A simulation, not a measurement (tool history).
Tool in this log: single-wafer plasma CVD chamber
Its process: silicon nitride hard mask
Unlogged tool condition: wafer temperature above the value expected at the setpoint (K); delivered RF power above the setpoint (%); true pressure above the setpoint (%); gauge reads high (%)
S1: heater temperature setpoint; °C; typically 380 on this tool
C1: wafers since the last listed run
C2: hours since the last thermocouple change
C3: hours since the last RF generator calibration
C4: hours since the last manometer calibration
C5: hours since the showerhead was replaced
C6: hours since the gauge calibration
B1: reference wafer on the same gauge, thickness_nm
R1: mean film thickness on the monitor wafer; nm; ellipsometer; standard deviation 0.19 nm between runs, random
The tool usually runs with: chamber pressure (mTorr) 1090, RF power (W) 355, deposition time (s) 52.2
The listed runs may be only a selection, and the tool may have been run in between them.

{"run": 1, "hour": 0.0, "S1": 380, "chamber pressure (mTorr)": 1090, "RF power (W)": 320, "deposition time (s)": 52.2, "C1": 0, "C2": 616.1, "C3": 0.5, "C4": 1510.3, "C5": 3403.3, "C6": 1412.5, "B1": 68.17, "R1": 63.83}
{"hour": 71.0, "done": "showerhead replaced"}
{"run": 2, "hour": 91.3, "S1": 380, "chamber pressure (mTorr)": 1090, "RF power (W)": 355, "deposition time (s)": 52.2, "C1": 1593, "C2": 707.4, "C3": 91.8, "C4": 1601.6, "C5": 20.3, "C6": 1503.8, "B1": 68.176, "R1": 67.389}
{"run": 3, "hour": 133.0, "S1": 380, "chamber pressure (mTorr)": 1090, "RF power (W)": 355, "deposition time (s)": 52.2, "C1": 797, "C2": 749.1, "C3": 133.5, "C4": 1643.3, "C5": 62, "C6": 1545.5, "B1": 68.186, "R1": 67.125}
{"run": 4, "hour": 189.3, "S1": 380, "chamber pressure (mTorr)": 1090, "RF power (W)": 355, "deposition time (s)": 52.2, "C1": 1077, "C2": 805.4, "C3": 189.8, "C4": 1699.6, "C5": 118.3, "C6": 1601.8, "B1": 68.196, "R1": 67.072}
{"run": 5, "hour": 268.5, "S1": 380, "chamber pressure (mTorr)": 1090, "RF power (W)": 355, "deposition time (s)": 52.2, "C1": 1515, "C2": 884.6, "C3": 269, "C4": 1778.8, "C5": 197.5, "C6": 1681, "B1": 68.209, "R1": 67.16}
{"run": 6, "hour": 340.8, "S1": 380, "chamber pressure (mTorr)": 1090, "RF power (W)": 355, "deposition time (s)": 52.2, "C1": 1383, "C2": 956.9, "C3": 341.3, "C4": 1851.1, "C5": 269.8, "C6": 1753.3, "B1": 68.227, "R1": 67.273}
{"run": 7, "hour": 390.5, "S1": 380, "chamber pressure (mTorr)": 1090, "RF power (W)": 355, "deposition time (s)": 60.1, "C1": 950, "C2": 1006.6, "C3": 391, "C4": 1900.8, "C5": 319.5, "C6": 1803, "B1": 68.211, "R1": 77.282}
{"run": 8, "hour": 437.6, "S1": 380, "chamber pressure (mTorr)": 820, "RF power (W)": 355, "deposition time (s)": 44.3, "C1": 901, "C2": 1053.7, "C3": 438.1, "C4": 1947.9, "C5": 366.6, "C6": 1850.1, "B1": 68.213, "R1": 50.09}
{"run": 9, "hour": 494.1, "S1": 380, "chamber pressure (mTorr)": 1090, "RF power (W)": 355, "deposition time (s)": 52.2, "C1": 1080, "C2": 1110.2, "C3": 494.6, "C4": 2004.4, "C5": 423.1, "C6": 1906.6, "B1": 68.177, "R1": 67.089}
{"run": 10, "hour": 601.6, "S1": 380, "chamber pressure (mTorr)": 1090, "RF power (W)": 295, "deposition time (s)": 48.7, "C1": 2056, "C2": 1217.7, "C3": 602.1, "C4": 2111.9, "C5": 530.6, "C6": 2014.1, "B1": 68.179, "R1": 57.134}
{"run": 11, "hour": 652.7, "S1": 380, "chamber pressure (mTorr)": 1090, "RF power (W)": 355, "deposition time (s)": 52.2, "C1": 977, "C2": 1268.8, "C3": 653.2, "C4": 2163, "C5": 581.7, "C6": 2065.2, "B1": 68.186, "R1": 67.105}
{"hour": 732.1, "done": "capacitance manometer re-zeroed and calibrated"}
{"run": 12, "hour": 739.4, "S1": 366, "chamber pressure (mTorr)": 1290, "RF power (W)": 390, "deposition time (s)": 45.3, "C1": 1505, "C2": 1355.5, "C3": 739.9, "C4": 7.3, "C5": 668.4, "C6": 2151.9, "B1": 68.253, "R1": 65.495}
{"run": 13, "hour": 796.6, "S1": 380, "chamber pressure (mTorr)": 820, "RF power (W)": 355, "deposition time (s)": 44.3, "C1": 1094, "C2": 1412.7, "C3": 797.1, "C4": 64.5, "C5": 725.6, "C6": 2209.1, "B1": 68.2, "R1": 49.711}
{"hour": 953.6, "done": "gauge calibrated"}
{"run": 14, "hour": 1083.5, "S1": 394, "chamber pressure (mTorr)": 840, "RF power (W)": 355, "deposition time (s)": 52.2, "C1": 5488, "C2": 1699.6, "C3": 1084, "C4": 351.4, "C5": 1012.5, "C6": 129.9, "B1": 68.246, "R1": 59.197}
{"run": 15, "hour": 1247.5, "S1": 380, "chamber pressure (mTorr)": 820, "RF power (W)": 355, "deposition time (s)": 44.3, "C1": 3137, "C2": 1863.6, "C3": 1248, "C4": 515.4, "C5": 1176.5, "C6": 293.9, "B1": 68.188, "R1": 49.8}
{"run": 16, "hour": 1290.8, "S1": 380, "chamber pressure (mTorr)": 1090, "RF power (W)": 355, "deposition time (s)": 52.2, "C1": 828, "C2": 1906.9, "C3": 1291.3, "C4": 558.7, "C5": 1219.8, "C6": 337.2, "B1": 68.201, "R1": 67.179}
{"run": 17, "hour": 1332.5, "S1": 388, "chamber pressure (mTorr)": 1220, "RF power (W)": 415, "deposition time (s)": 59.4, "C1": 797, "C2": 1948.6, "C3": 1333, "C4": 600.4, "C5": 1261.5, "C6": 378.9, "B1": 68.166, "R1": 85.588}
{"hour": 1380.6, "done": "RF generator calibrated"}
{"run": 18, "hour": 1433.7, "S1": 390, "chamber pressure (mTorr)": 1090, "RF power (W)": 390, "deposition time (s)": 55.4, "C1": 1782, "C2": 2049.8, "C3": 53.1, "C4": 701.6, "C5": 1362.7, "C6": 480.1, "B1": 68.184, "R1": 74.312}
{"hour": 1456.3, "done": "thermocouple changed; heater temperature recalibrated"}
{"run": 19, "hour": 1491.3, "S1": 366, "chamber pressure (mTorr)": 1090, "RF power (W)": 355, "deposition time (s)": 52.2, "C1": 948, "C2": 35, "C3": 110.7, "C4": 759.2, "C5": 1420.3, "C6": 537.7, "B1": 68.235, "R1": 66.821}
{"run": 20, "hour": 1597.3, "S1": 385, "chamber pressure (mTorr)": 1090, "RF power (W)": 355, "deposition time (s)": 47.5, "C1": 2027, "C2": 141, "C3": 216.7, "C4": 865.2, "C5": 1526.3, "C6": 643.7, "B1": 68.183, "R1": 60.744}
{"run": 21, "hour": 1658.2, "S1": 373, "chamber pressure (mTorr)": 1240, "RF power (W)": 355, "deposition time (s)": 60.6, "C1": 1165, "C2": 201.9, "C3": 277.6, "C4": 926.1, "C5": 1587.2, "C6": 704.6, "B1": 68.207, "R1": 81.918}
{"run": 22, "hour": 1703.1, "S1": 380, "chamber pressure (mTorr)": 1090, "RF power (W)": 355, "deposition time (s)": 52.2, "C1": 858, "C2": 246.8, "C3": 322.5, "C4": 971, "C5": 1632.1, "C6": 749.5, "B1": 68.182, "R1": 66.768}
{"run": 23, "hour": 1778.3, "S1": 380, "chamber pressure (mTorr)": 1210, "RF power (W)": 355, "deposition time (s)": 55.9, "C1": 1438, "C2": 322, "C3": 397.7, "C4": 1046.2, "C5": 1707.3, "C6": 824.7, "B1": 68.163, "R1": 74.346}
{"run": 24, "hour": 1884.1, "S1": 380, "chamber pressure (mTorr)": 1090, "RF power (W)": 315, "deposition time (s)": 52.2, "C1": 2024, "C2": 427.8, "C3": 503.5, "C4": 1152, "C5": 1813.1, "C6": 930.5, "B1": 68.184, "R1": 63.204}
{"run": 25, "hour": 1949.4, "S1": 373, "chamber pressure (mTorr)": 1350, "RF power (W)": 355, "deposition time (s)": 46.6, "C1": 1249, "C2": 493.1, "C3": 568.8, "C4": 1217.3, "C5": 1878.4, "C6": 995.8, "B1": 68.21, "R1": 65.156}
{"run": 26, "hour": 2015.2, "S1": 380, "chamber pressure (mTorr)": 1090, "RF power (W)": 355, "deposition time (s)": 52.2, "C1": 1258, "C2": 558.9, "C3": 634.6, "C4": 1283.1, "C5": 1944.2, "C6": 1061.6, "B1": 68.218, "R1": 67.229}
{"run": 27, "hour": 2077.5, "S1": 380, "chamber pressure (mTorr)": 1360, "RF power (W)": 295, "deposition time (s)": 45.7, "C1": 1191, "C2": 621.2, "C3": 696.9, "C4": 1345.4, "C5": 2006.5, "C6": 1123.9, "B1": 68.256, "R1": 58.079}
{"run": 28, "hour": 2184.6, "S1": 389, "chamber pressure (mTorr)": 850, "RF power (W)": 310, "deposition time (s)": 57.1, "C1": 2048, "C2": 728.3, "C3": 804, "C4": 1452.5, "C5": 2113.6, "C6": 1231, "B1": 68.227, "R1": 60.911}

Here are 4 independent what-if runs from the current tool condition. What would each one return?
{"run": "A", "hour": 2185.0, "S1": 380, "chamber pressure (mTorr)": 1090, "RF power (W)": 325, "deposition time (s)": 52.2, "C1": 7, "C2": 728.7, "C3": 804.4, "C4": 1452.9, "C5": 2114, "C6": 1231.4, "B1": "?", "R1": "?"}
{"run": "B", "hour": 2185.0, "S1": 380, "chamber pressure (mTorr)": 1090, "RF power (W)": 400, "deposition time (s)": 52.2, "C1": 7, "C2": 728.7, "C3": 804.4, "C4": 1452.9, "C5": 2114, "C6": 1231.4, "B1": "?", "R1": "?"}
{"run": "C", "hour": 2185.0, "S1": 387, "chamber pressure (mTorr)": 970, "RF power (W)": 390, "deposition time (s)": 52.2, "C1": 7, "C2": 728.7, "C3": 804.4, "C4": 1452.9, "C5": 2114, "C6": 1231.4, "B1": "?", "R1": "?"}
{"run": "D", "hour": 2185.0, "S1": 380, "chamber pressure (mTorr)": 1090, "RF power (W)": 290, "deposition time (s)": 52.2, "C1": 7, "C2": 728.7, "C3": 804.4, "C4": 1452.9, "C5": 2114, "C6": 1231.4, "B1": "?", "R1": "?"}

run=A B1=68.238 R1=64.291
run=B B1=68.238 R1=71.229
run=C B1=68.238 R1=66.751
run=D B1=68.238 R1=60.749
What these runs would have given with no unlogged condition in the tool:
run=A R1=64.291
run=B R1=71.229
run=C R1=66.751
run=D R1=60.749

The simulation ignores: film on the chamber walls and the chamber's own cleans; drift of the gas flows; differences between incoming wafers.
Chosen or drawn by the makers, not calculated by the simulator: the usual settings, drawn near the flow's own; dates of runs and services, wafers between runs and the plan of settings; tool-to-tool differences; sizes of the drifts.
